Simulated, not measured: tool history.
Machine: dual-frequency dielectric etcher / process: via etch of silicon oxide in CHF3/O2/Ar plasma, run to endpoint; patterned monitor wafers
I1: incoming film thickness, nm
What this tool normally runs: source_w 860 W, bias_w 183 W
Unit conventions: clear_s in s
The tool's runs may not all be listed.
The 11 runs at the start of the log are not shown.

At hour 278.9: upper electrode replaced.
Run 12, hour 345.1: usual settings but source_w 960 W, bias_w 173 W; I1 791.6. Result: clear_s 383.4 s.
Run 13, hour 380.9: usual settings but source_w 920 W; I1 794.6. Result: clear_s 382.3 s.
Run 14, hour 416.3: usual settings but source_w 920 W; I1 792.3. Result: clear_s 386.4 s.
Run 15, hour 442.4: usual settings but source_w 920 W; I1 798.1. Result: clear_s 393.6 s.
Run 16, hour 459.6: usual settings; I1 789.2. Result: clear_s 402.1 s.
At hour 488.2: source power generator calibrated.
Run 17, hour 489.9: usual settings; I1 791.9. Result: clear_s 405 s.
Run 18, hour 518.6: usual settings but source_w 650 W, bias_w 150 W; I1 792.3. Result: clear_s 509.8 s.
Run 19, hour 537.9: usual settings; I1 791.3. Result: clear_s 401.7 s.
At hour 578.7: wet clean of the chamber.
Run 20, hour 579.2: usual settings; I1 793.7. Result: clear_s 423.2 s.
Run 21, hour 594.3: usual settings but bias_w 200 W; I1 789.7. Result: clear_s 404.5 s.
Run 22, hour 627.1: usual settings but source_w 750 W; I1 782.4. Result: clear_s 441.6 s.
At hour 644.7: bias power generator calibrated.
Run 23, hour 646.9: usual settings but source_w 980 W, bias_w 149 W; I1 787.1. Result: clear_s 424.8 s.
Run 24, hour 662: usual settings; I1 795.8. Result: clear_s 425.3 s.
At hour 702.8: wet clean of the chamber, repeated, since the last time left the tool worse.
Run 25, hour 703.3: usual settings; I1 793.8. Result: clear_s 393.8 s.
Run 26, hour 703.7: usual settings but source_w 680 W, bias_w 213 W; I1 794.3. Result: clear_s 421.3 s.
Run 27, hour 731: usual settings but source_w 800 W, bias_w 202 W; I1 787.7. Result: clear_s 390.9 s.
Run 28, hour 764.5: usual settings but source_w 680 W, bias_w 162 W; I1 787.8. Result: clear_s 472.7 s.
Run 29, hour 799.4: usual settings; I1 793.4. Result: clear_s 397.6 s.
Run 30, hour 814.5: usual settings but source_w 1010 W, bias_w 148 W; I1 789.3. Result: clear_s 392.4 s.
Run 31, hour 829.6: usual settings; I1 796.3. Result: clear_s 397.1 s.
Run 32, hour 862.6: usual settings but bias_w 227 W; I1 790.1. Result: clear_s 361.9 s.
Run 33, hour 893: usual settings; I1 794.7. Result: clear_s 393.5 s.
Run 34, hour 914.2: usual settings but source_w 770 W, bias_w 220 W; I1 789.5. Result: clear_s 395 s.

Branching from run 34: 5 alternative next runs. What would each branch give?
Run A, hour 914.7: usual settings but bias_w 217 W; I1 789.5. Result: clear_s ?.
Run B, hour 914.7: usual settings but source_w 1000 W; I1 789.5. Result: clear_s ?.
Run C, hour 914.7: usual settings but bias_w 150 W; I1 789.5. Result: clear_s ?.
Run D, hour 914.7: usual settings but source_w 940 W, bias_w 171 W; I1 789.5. Result: clear_s ?.
Run E, hour 914.7: usual settings but source_w 1030 W; I1 789.5. Result: clear_s ?.

run  clear_s
  A    373.4
  B    370.2
  C    431.9
  D      392
  E    364.8
Had the tool no hidden state, the same runs would have come out as:
run  clear_s
  A    368.6
  B    365.4
  C    426.3
  D    386.9
  E    360.1

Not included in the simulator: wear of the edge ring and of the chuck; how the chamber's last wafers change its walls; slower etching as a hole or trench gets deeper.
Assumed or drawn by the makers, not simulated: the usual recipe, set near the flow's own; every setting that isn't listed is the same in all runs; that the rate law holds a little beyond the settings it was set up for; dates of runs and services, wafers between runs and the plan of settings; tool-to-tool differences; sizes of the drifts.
